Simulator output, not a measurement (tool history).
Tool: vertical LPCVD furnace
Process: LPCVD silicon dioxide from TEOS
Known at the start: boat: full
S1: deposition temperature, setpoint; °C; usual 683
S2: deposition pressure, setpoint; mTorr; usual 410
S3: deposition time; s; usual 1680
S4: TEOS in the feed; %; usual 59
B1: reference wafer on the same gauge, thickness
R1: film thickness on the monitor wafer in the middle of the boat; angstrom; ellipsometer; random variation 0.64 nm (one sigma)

run,hour,S1,S2,S3,S4,B1,R1
1,0.0,688,410,1500,59,164.23,1600.6
2,10.8,688,410,1500,59,164.04,1609.7
3,20.6,683,410,1680,59,164.11,1602.5
4,34.0,683,410,1680,59,164.18,1605.4
5,52.3,683,410,1680,59,163.78,1598.9
6,70.5,683,410,1680,59,164.12,1606.4
7,83.4,683,410,1680,59,164.03,1590.1
8,95.6,683,410,1680,59,164.02,1601.2
9,108.2,692,410,2190,59,164.09,2573.7
# hour 135.5: pressure gauge zeroed
10,136.0,683,410,1680,59,164.13,1592.5
11,140.4,683,410,1680,59,164.12,1598.0
12,144.9,683,410,1680,59,164.15,1593.6
13,149.3,683,410,1680,59,164.17,1590.8
14,153.7,683,410,1680,59,163.82,1605.5
15,164.8,688,380,2340,59,163.98,2407.9
# hour 188.9: TEOS flow controller replaced
16,189.4,688,410,1500,59,164.07,1623.5
17,193.8,676,410,1680,59,163.93,1365.9
18,205.8,688,410,1500,59,163.97,1613.9
# hour 245.7: thermocouples replaced and temperature profile calibrated
19,246.2,683,410,1680,59,163.96,1696.2
20,250.7,683,410,1680,59,163.82,1705.7
21,255.1,683,410,1680,70,164.09,1834.1
# hour 265.9: gauge calibrated
22,268.8,694,325,1680,59,163.93,1962.3
23,276.2,692,410,1050,56,163.97,1281.6
24,283.1,680,480,1680,59,164.26,1712.6
# hour 317.9: thermocouples replaced and temperature profile calibrated, repeated, since the last time left the tool worse
25,318.4,679,410,1890,50,164.33,1414.2
26,322.8,683,410,1680,67,163.94,1618.7
27,335.3,677,410,2280,59,164.08,1775.5
28,353.7,692,410,2280,49,164.07,2326.0

The same runs without the tool's hidden state, with the same run-to-run variation:
The hidden state here: true tube temperature minus thermocouple reading, K; true pressure minus gauge reading, mTorr; deviation of the TEOS flow from its setpoint, %; gauge reads high (%).
run,R1
1,1510.4
2,1518.8
3,1511.0
4,1513.5
5,1507.2
6,1514.1
7,1498.6
8,1509.0
9,2427.8
10,1500.3
11,1505.5
12,1501.3
13,1498.5
14,1512.4
15,2269.5
16,1530.0
17,1285.2
18,1520.8
19,1509.1
20,1516.8
21,1630.1
22,1746.1
23,1138.9
24,1516.2
25,1412.5
26,1615.9
27,1769.8
28,2314.0

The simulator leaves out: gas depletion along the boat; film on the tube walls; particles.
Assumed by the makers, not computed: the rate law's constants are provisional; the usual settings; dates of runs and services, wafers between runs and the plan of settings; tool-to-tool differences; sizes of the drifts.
